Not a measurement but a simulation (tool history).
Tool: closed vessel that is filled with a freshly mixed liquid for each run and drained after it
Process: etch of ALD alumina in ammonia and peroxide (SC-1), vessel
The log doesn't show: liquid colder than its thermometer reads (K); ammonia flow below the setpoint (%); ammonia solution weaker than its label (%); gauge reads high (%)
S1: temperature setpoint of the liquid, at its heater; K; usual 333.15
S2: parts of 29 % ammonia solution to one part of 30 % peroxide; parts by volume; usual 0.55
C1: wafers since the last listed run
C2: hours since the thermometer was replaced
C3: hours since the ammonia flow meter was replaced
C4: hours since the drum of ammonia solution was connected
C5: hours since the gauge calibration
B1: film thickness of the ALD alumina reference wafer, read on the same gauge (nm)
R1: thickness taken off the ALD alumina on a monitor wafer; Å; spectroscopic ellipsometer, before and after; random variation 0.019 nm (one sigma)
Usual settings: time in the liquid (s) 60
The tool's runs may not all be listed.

run 1 day=0 | S1=336.65 S2=0.55 time_in_the_liquid_(s)=60 | C1=0 C2=2341.5 C3=415.9 C4=725.4 C5=223.8 | B1=139.983 | R1=41.26
run 2 day=0.346 | S1=335.65 S2=0.55 time_in_the_liquid_(s)=45 | C1=523 C2=2349.8 C3=424.2 C4=733.7 C5=232.1 | B1=140.003 | R1=29.48
run 3 day=1.008 | S1=335.65 S2=0.55 time_in_the_liquid_(s)=45 | C1=1001 C2=2365.7 C3=440.1 C4=749.6 C5=248 | B1=139.975 | R1=29.48
run 4 day=1.296 | S1=335.65 S2=0.55 time_in_the_liquid_(s)=45 | C1=434 C2=2372.6 C3=447 C4=756.5 C5=254.9 | B1=139.975 | R1=29.47
run 5 day=1.742 | S1=333.15 S2=0.55 time_in_the_liquid_(s)=60 | C1=674 C2=2383.3 C3=457.7 C4=767.2 C5=265.6 | B1=140 | R1=34.44
-- day=2.004 ammonia flow meter replaced
run 6 day=2.362 | S1=335.65 S2=0.55 time_in_the_liquid_(s)=60 | C1=875 C2=2398.2 C3=8.6 C4=782.1 C5=280.5 | B1=139.985 | R1=39.23
run 7 day=2.696 | S1=333.15 S2=0.55 time_in_the_liquid_(s)=60 | C1=504 C2=2406.2 C3=16.6 C4=790.1 C5=288.5 | B1=140.008 | R1=34.39
run 8 day=3.092 | S1=333.15 S2=0.55 time_in_the_liquid_(s)=60 | C1=598 C2=2415.7 C3=26.1 C4=799.6 C5=298 | B1=139.968 | R1=34.65
run 9 day=3.588 | S1=333.15 S2=0.55 time_in_the_liquid_(s)=60 | C1=749 C2=2427.6 C3=38 C4=811.5 C5=309.9 | B1=139.991 | R1=34.58
-- day=3.825 thermometer replaced
run 10 day=4.062 | S1=333.15 S2=0.55 time_in_the_liquid_(s)=60 | C1=655 C2=5.7 C3=49.4 C4=822.9 C5=321.3 | B1=139.948 | R1=32.94
-- day=4.196 new drum of ammonia solution connected
run 11 day=4.717 | S1=333.15 S2=0.55 time_in_the_liquid_(s)=60 | C1=926 C2=21.4 C3=65.1 C4=12.5 C5=337 | B1=140.017 | R1=32.46
run 12 day=5.296 | S1=340.15 S2=0.3 time_in_the_liquid_(s)=90 | C1=875 C2=35.3 C3=79 C4=26.4 C5=350.9 | B1=139.991 | R1=66.41
-- day=6.008 thermometer replaced, repeated, since the last time left the tool worse
run 13 day=6.029 | S1=333.15 S2=0.55 time_in_the_liquid_(s)=60 | C1=1046 C2=0.5 C3=96.6 C4=44 C5=368.5 | B1=139.965 | R1=38.52
run 14 day=6.317 | S1=333.15 S2=0.25 time_in_the_liquid_(s)=30 | C1=434 C2=7.4 C3=103.5 C4=50.9 C5=375.4 | B1=140.007 | R1=17.77
run 15 day=6.875 | S1=333.15 S2=0.55 time_in_the_liquid_(s)=80 | C1=844 C2=20.8 C3=116.9 C4=64.3 C5=388.8 | B1=139.985 | R1=51.25
run 16 day=7.467 | S1=336.15 S2=0.35 time_in_the_liquid_(s)=40 | C1=894 C2=35 C3=131.1 C4=78.5 C5=403 | B1=140.009 | R1=28.42
run 17 day=7.967 | S1=333.15 S2=0.55 time_in_the_liquid_(s)=60 | C1=756 C2=47 C3=143.1 C4=90.5 C5=415 | B1=140.015 | R1=38.05
run 18 day=8.404 | S1=333.15 S2=0.7 time_in_the_liquid_(s)=60 | C1=661 C2=57.5 C3=153.6 C4=101 C5=425.5 | B1=139.944 | R1=39.34
run 19 day=8.775 | S1=339.65 S2=0.7 time_in_the_liquid_(s)=40 | C1=560 C2=66.4 C3=162.5 C4=109.9 C5=434.4 | B1=140.022 | R1=36.37
run 20 day=9.308 | S1=333.15 S2=0.55 time_in_the_liquid_(s)=60 | C1=806 C2=79.2 C3=175.3 C4=122.7 C5=447.2 | B1=139.994 | R1=38.35
run 21 day=9.783 | S1=335.65 S2=0.55 time_in_the_liquid_(s)=60 | C1=718 C2=90.6 C3=186.7 C4=134.1 C5=458.6 | B1=140.04 | R1=43.58
-- day=10.171 gauge calibrated
run 22 day=11.167 | S1=333.15 S2=0.55 time_in_the_liquid_(s)=60 | C1=2092 C2=123.8 C3=219.9 C4=167.3 C5=23.9 | B1=139.987 | R1=37.9
run 23 day=11.438 | S1=330.15 S2=0.3 time_in_the_liquid_(s)=60 | C1=409 C2=130.3 C3=226.4 C4=173.8 C5=30.4 | B1=140.03 | R1=30.74
run 24 day=11.946 | S1=333.15 S2=0.55 time_in_the_liquid_(s)=60 | C1=768 C2=142.5 C3=238.6 C4=186 C5=42.6 | B1=140.052 | R1=38.21
run 25 day=12.475 | S1=333.15 S2=0.3 time_in_the_liquid_(s)=45 | C1=800 C2=155.2 C3=251.3 C4=198.7 C5=55.3 | B1=139.972 | R1=26.81
run 26 day=13.042 | S1=326.15 S2=0.7 time_in_the_liquid_(s)=35 | C1=856 C2=168.8 C3=264.9 C4=212.3 C5=68.9 | B1=139.949 | R1=15.62
run 27 day=13.542 | S1=333.15 S2=0.85 time_in_the_liquid_(s)=45 | C1=756 C2=180.8 C3=276.9 C4=224.3 C5=80.9 | B1=139.969 | R1=29.48
run 28 day=13.929 | S1=333.15 S2=0.55 time_in_the_liquid_(s)=60 | C1=586 C2=190.1 C3=286.2 C4=233.6 C5=90.2 | B1=139.992 | R1=38.31

What the log doesn't show, run by run:
ammonia flow below the setpoint (%): 0 in every run
ammonia solution weaker than its label (%): 0 in every run
gauge reads high (%): 0 in every run
H1: liquid colder than its thermometer reads (K)
run=1 H1=2.08
run=2 H1=2.09
run=3 H1=2.1
run=4 H1=2.11
run=5 H1=2.12
run=6 H1=2.13
run=7 H1=2.14
run=8 H1=2.15
run=9 H1=2.16
run=10 H1=3.21
run=11 H1=3.22
run=12 H1=3.24
run=13 H1=0.123
run=14 H1=0.13
run=15 H1=0.141
run=16 H1=0.154
run=17 H1=0.165
run=18 H1=0.174
run=19 H1=0.182
run=20 H1=0.193
run=21 H1=0.203
run=22 H1=0.232
run=23 H1=0.238
run=24 H1=0.249
run=25 H1=0.26
run=26 H1=0.272
run=27 H1=0.283
run=28 H1=0.291

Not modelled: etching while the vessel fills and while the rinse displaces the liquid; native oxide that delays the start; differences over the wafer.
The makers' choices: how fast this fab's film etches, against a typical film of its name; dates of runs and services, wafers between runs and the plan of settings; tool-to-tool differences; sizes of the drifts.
